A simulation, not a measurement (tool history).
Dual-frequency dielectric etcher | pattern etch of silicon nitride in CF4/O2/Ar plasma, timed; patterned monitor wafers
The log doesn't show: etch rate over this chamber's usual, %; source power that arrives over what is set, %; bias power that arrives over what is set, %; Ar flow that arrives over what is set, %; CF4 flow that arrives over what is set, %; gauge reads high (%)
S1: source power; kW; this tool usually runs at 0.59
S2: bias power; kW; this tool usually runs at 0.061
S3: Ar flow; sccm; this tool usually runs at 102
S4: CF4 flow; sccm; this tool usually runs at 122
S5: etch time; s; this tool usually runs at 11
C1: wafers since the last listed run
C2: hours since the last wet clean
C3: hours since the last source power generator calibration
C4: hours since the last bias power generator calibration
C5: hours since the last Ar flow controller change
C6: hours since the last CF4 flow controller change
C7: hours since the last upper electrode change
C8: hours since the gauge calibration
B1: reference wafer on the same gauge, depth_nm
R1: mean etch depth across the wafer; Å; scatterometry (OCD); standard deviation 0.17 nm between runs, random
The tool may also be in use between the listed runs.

run,hour,S1,S2,S3,S4,S5,C1,C2,C3,C4,C5,C6,C7,C8,B1,R1
1,0,0.59,0.061,102,122,11,0,5.7,53.2,2301.2,4468.2,130.8,5294.2,108.4,27.61,254.7
2,15.3,0.48,0.061,102,122,11,233,21,68.5,2316.5,4483.5,146.1,5309.5,123.7,27.62,230.6
3,22.3,0.53,0.061,102,122,11,106,28,75.5,2323.5,4490.5,153.1,5316.5,130.7,27.55,239.8
4,32.8,0.59,0.061,102,122,11,160,38.5,86,2334,4501,163.6,5327,141.2,27.61,259.7
# hour 50.6: Ar flow controller replaced
# hour 63.3: upper electrode replaced
5,63.8,0.59,0.061,102,122,11,186,69.5,117,2365,13.2,194.6,0.5,172.2,27.59,256.6
6,64.1,0.59,0.061,86,122,8,4,69.8,117.3,2365.3,13.5,194.9,0.8,172.5,27.59,190.7
7,74.5,0.59,0.061,102,122,11,158,80.2,127.7,2375.7,23.9,205.3,11.2,182.9,27.62,255.8
8,90,0.59,0.071,102,122,12,236,95.7,143.2,2391.2,39.4,220.8,26.7,198.4,27.63,288.9
9,101.5,0.59,0.061,102,122,11,175,107.2,154.7,2402.7,50.9,232.3,38.2,209.9,27.63,259.3
10,108.2,0.51,0.061,111,138,11,102,113.9,161.4,2409.4,57.6,239,44.9,216.6,27.56,241.6
# hour 112.9: bias power generator calibrated
11,125.6,0.59,0.061,102,122,11,204,131.3,178.8,12.7,75,256.4,62.3,234,27.6,255.6
12,133.6,0.59,0.052,114,99,8,121,139.3,186.8,20.7,83,264.4,70.3,242,27.59,169.4
13,148,0.59,0.061,77,122,11,219,153.7,201.2,35.1,97.4,278.8,84.7,256.4,27.58,270.6
14,164.1,0.59,0.061,120,122,11,245,169.8,217.3,51.2,113.5,294.9,100.8,272.5,27.6,249.9
15,171.2,0.59,0.051,102,138,11,108,176.9,224.4,58.3,120.6,302,107.9,279.6,27.6,253.8

Run 16 is up next; what results do you expect?
16,187.1,0.45,0.061,124,122,11,242,192.8,240.3,74.2,136.5,317.9,123.8,295.5,?,?

{"run 16": {"B1": 27.62, "R1": 222.3}}
Minus the tool's unlogged condition, the same run would have read R1 217.7 Å.
